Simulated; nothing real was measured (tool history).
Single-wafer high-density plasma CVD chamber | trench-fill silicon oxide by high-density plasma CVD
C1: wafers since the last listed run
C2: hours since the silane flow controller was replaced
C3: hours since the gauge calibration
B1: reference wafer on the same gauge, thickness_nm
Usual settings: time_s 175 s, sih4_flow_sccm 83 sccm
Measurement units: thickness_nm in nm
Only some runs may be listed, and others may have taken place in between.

run 1 hour=0 | time_s=175 sih4_flow_sccm=78 | C1=0 C2=3825.8 C3=334 | B1=1869.419 | thickness_nm=1608.074
run 2 hour=13.6 | time_s=175 sih4_flow_sccm=78 | C1=145 C2=3839.4 C3=347.6 | B1=1869.786 | thickness_nm=1605.885
run 3 hour=30.2 | time_s=175 sih4_flow_sccm=78 | C1=177 C2=3856 C3=364.2 | B1=1869.209 | thickness_nm=1605.52
run 4 hour=39.8 | time_s=175 sih4_flow_sccm=83 | C1=102 C2=3865.6 C3=373.8 | B1=1870.121 | thickness_nm=1706.415
run 5 hour=89.2 | time_s=175 sih4_flow_sccm=83 | C1=528 C2=3915 C3=423.2 | B1=1870.958 | thickness_nm=1709.101
run 6 hour=95.9 | time_s=175 sih4_flow_sccm=83 | C1=71 C2=3921.7 C3=429.9 | B1=1871.879 | thickness_nm=1704.74
run 7 hour=103.5 | time_s=175 sih4_flow_sccm=83 | C1=81 C2=3929.3 C3=437.5 | B1=1869.418 | thickness_nm=1706.306
run 8 hour=119.3 | time_s=175 sih4_flow_sccm=83 | C1=169 C2=3945.1 C3=453.3 | B1=1870.091 | thickness_nm=1709.906
run 9 hour=129.7 | time_s=175 sih4_flow_sccm=83 | C1=111 C2=3955.5 C3=463.7 | B1=1870.902 | thickness_nm=1705.551
run 10 hour=164.9 | time_s=175 sih4_flow_sccm=83 | C1=376 C2=3990.7 C3=498.9 | B1=1870.352 | thickness_nm=1702.267
run 11 hour=176.1 | time_s=175 sih4_flow_sccm=83 | C1=119 C2=4001.9 C3=510.1 | B1=1870.962 | thickness_nm=1706.692
run 12 hour=185.1 | time_s=175 sih4_flow_sccm=83 | C1=96 C2=4010.9 C3=519.1 | B1=1869.688 | thickness_nm=1709.791
run 13 hour=227.9 | time_s=175 sih4_flow_sccm=83 | C1=458 C2=4053.7 C3=561.9 | B1=1867.905 | thickness_nm=1710.67
run 14 hour=239.8 | time_s=175 sih4_flow_sccm=83 | C1=127 C2=4065.6 C3=573.8 | B1=1870.79 | thickness_nm=1707.926
run 15 hour=246.6 | time_s=175 sih4_flow_sccm=83 | C1=72 C2=4072.4 C3=580.6 | B1=1870.227 | thickness_nm=1705.621
run 16 hour=256 | time_s=175 sih4_flow_sccm=83 | C1=100 C2=4081.8 C3=590 | B1=1870.311 | thickness_nm=1707.85
-- hour=272.3 gauge calibrated
-- hour=274 silane flow controller replaced
run 17 hour=274.5 | time_s=175 sih4_flow_sccm=83 | C1=112 C2=0.5 C3=2.2 | B1=1869.827 | thickness_nm=1589.356
run 18 hour=282.5 | time_s=175 sih4_flow_sccm=83 | C1=85 C2=8.5 C3=10.2 | B1=1870.285 | thickness_nm=1589.341
run 19 hour=292.4 | time_s=175 sih4_flow_sccm=83 | C1=105 C2=18.4 C3=20.1 | B1=1870.301 | thickness_nm=1589.692
run 20 hour=300.5 | time_s=175 sih4_flow_sccm=83 | C1=86 C2=26.5 C3=28.2 | B1=1870.022 | thickness_nm=1590.958
run 21 hour=308.6 | time_s=175 sih4_flow_sccm=83 | C1=86 C2=34.6 C3=36.3 | B1=1868.74 | thickness_nm=1588.536
run 22 hour=320.6 | time_s=183 sih4_flow_sccm=83 | C1=128 C2=46.6 C3=48.3 | B1=1870.746 | thickness_nm=1662.537
run 23 hour=334 | time_s=193 sih4_flow_sccm=69 | C1=143 C2=60 C3=61.7 | B1=1870.366 | thickness_nm=1456.589
run 24 hour=349.1 | time_s=208 sih4_flow_sccm=76 | C1=161 C2=75.1 C3=76.8 | B1=1869.575 | thickness_nm=1733.873
run 25 hour=358.6 | time_s=157 sih4_flow_sccm=83 | C1=101 C2=84.6 C3=86.3 | B1=1870.994 | thickness_nm=1430.292
run 26 hour=368.7 | time_s=193 sih4_flow_sccm=69 | C1=108 C2=94.7 C3=96.4 | B1=1870.056 | thickness_nm=1458.864
run 27 hour=378.7 | time_s=148 sih4_flow_sccm=90 | C1=107 C2=104.7 C3=106.4 | B1=1870.096 | thickness_nm=1462.17
run 28 hour=387.6 | time_s=175 sih4_flow_sccm=83 | C1=95 C2=113.6 C3=115.3 | B1=1869.568 | thickness_nm=1593.864
run 29 hour=401.7 | time_s=199 sih4_flow_sccm=77 | C1=150 C2=127.7 C3=129.4 | B1=1869.02 | thickness_nm=1684.417
run 30 hour=413.1 | time_s=197 sih4_flow_sccm=76 | C1=122 C2=139.1 C3=140.8 | B1=1869.416 | thickness_nm=1647.755
run 31 hour=429.2 | time_s=189 sih4_flow_sccm=83 | C1=172 C2=155.2 C3=156.9 | B1=1868.97 | thickness_nm=1726.614
run 32 hour=446.2 | time_s=175 sih4_flow_sccm=83 | C1=182 C2=172.2 C3=173.9 | B1=1869.088 | thickness_nm=1604.283
run 33 hour=464.1 | time_s=161 sih4_flow_sccm=83 | C1=191 C2=190.1 C3=191.8 | B1=1870.906 | thickness_nm=1470.917
run 34 hour=478.1 | time_s=175 sih4_flow_sccm=83 | C1=149 C2=204.1 C3=205.8 | B1=1870.468 | thickness_nm=1604.545
run 35 hour=489.8 | time_s=157 sih4_flow_sccm=91 | C1=125 C2=215.8 C3=217.5 | B1=1869.661 | thickness_nm=1578.174
run 36 hour=496.6 | time_s=202 sih4_flow_sccm=90 | C1=72 C2=222.6 C3=224.3 | B1=1870.023 | thickness_nm=2007.344
run 37 hour=513.1 | time_s=198 sih4_flow_sccm=69 | C1=176 C2=239.1 C3=240.8 | B1=1869.791 | thickness_nm=1509.049
run 38 hour=529.9 | time_s=175 sih4_flow_sccm=83 | C1=179 C2=255.9 C3=257.6 | B1=1870.043 | thickness_nm=1608.682
run 39 hour=541.1 | time_s=175 sih4_flow_sccm=83 | C1=119 C2=267.1 C3=268.8 | B1=1868.504 | thickness_nm=1603.202
run 40 hour=553.4 | time_s=175 sih4_flow_sccm=83 | C1=131 C2=279.4 C3=281.1 | B1=1870.853 | thickness_nm=1604.533
run 41 hour=566.1 | time_s=208 sih4_flow_sccm=83 | C1=135 C2=292.1 C3=293.8 | B1=1868.878 | thickness_nm=1909.452
run 42 hour=573.5 | time_s=210 sih4_flow_sccm=88 | C1=79 C2=299.5 C3=301.2 | B1=1871.987 | thickness_nm=2046.963
run 43 hour=590.9 | time_s=175 sih4_flow_sccm=78 | C1=186 C2=316.9 C3=318.6 | B1=1870.455 | thickness_nm=1511.332
run 44 hour=598.1 | time_s=175 sih4_flow_sccm=83 | C1=77 C2=324.1 C3=325.8 | B1=1870.813 | thickness_nm=1610.579

Each row is a separate what-if for the run after 44, all from the same tool condition, not one after another. Results?
run A hour=598.5 | time_s=175 sih4_flow_sccm=83 | C1=4 C2=324.5 C3=326.2 | B1=? | thickness_nm=?
run B hour=598.5 | time_s=200 sih4_flow_sccm=76 | C1=4 C2=324.5 C3=326.2 | B1=? | thickness_nm=?
run C hour=598.5 | time_s=198 sih4_flow_sccm=76 | C1=4 C2=324.5 C3=326.2 | B1=? | thickness_nm=?
run D hour=598.5 | time_s=175 sih4_flow_sccm=99 | C1=4 C2=324.5 C3=326.2 | B1=? | thickness_nm=?
run E hour=598.5 | time_s=190 sih4_flow_sccm=83 | C1=4 C2=324.5 C3=326.2 | B1=? | thickness_nm=?

run=A B1=1869.951 thickness_nm=1611.763
run=B B1=1869.951 thickness_nm=1686.665
run=C B1=1869.951 thickness_nm=1669.798
run=D B1=1869.951 thickness_nm=1922.465
run=E B1=1869.951 thickness_nm=1749.914
The same runs, with their run-to-run variation unchanged, on a tool lacking any hidden condition would have given:
run=A thickness_nm=1602.516
run=B thickness_nm=1676.987
run=C thickness_nm=1660.217
run=D thickness_nm=1911.434
run=E thickness_nm=1739.874
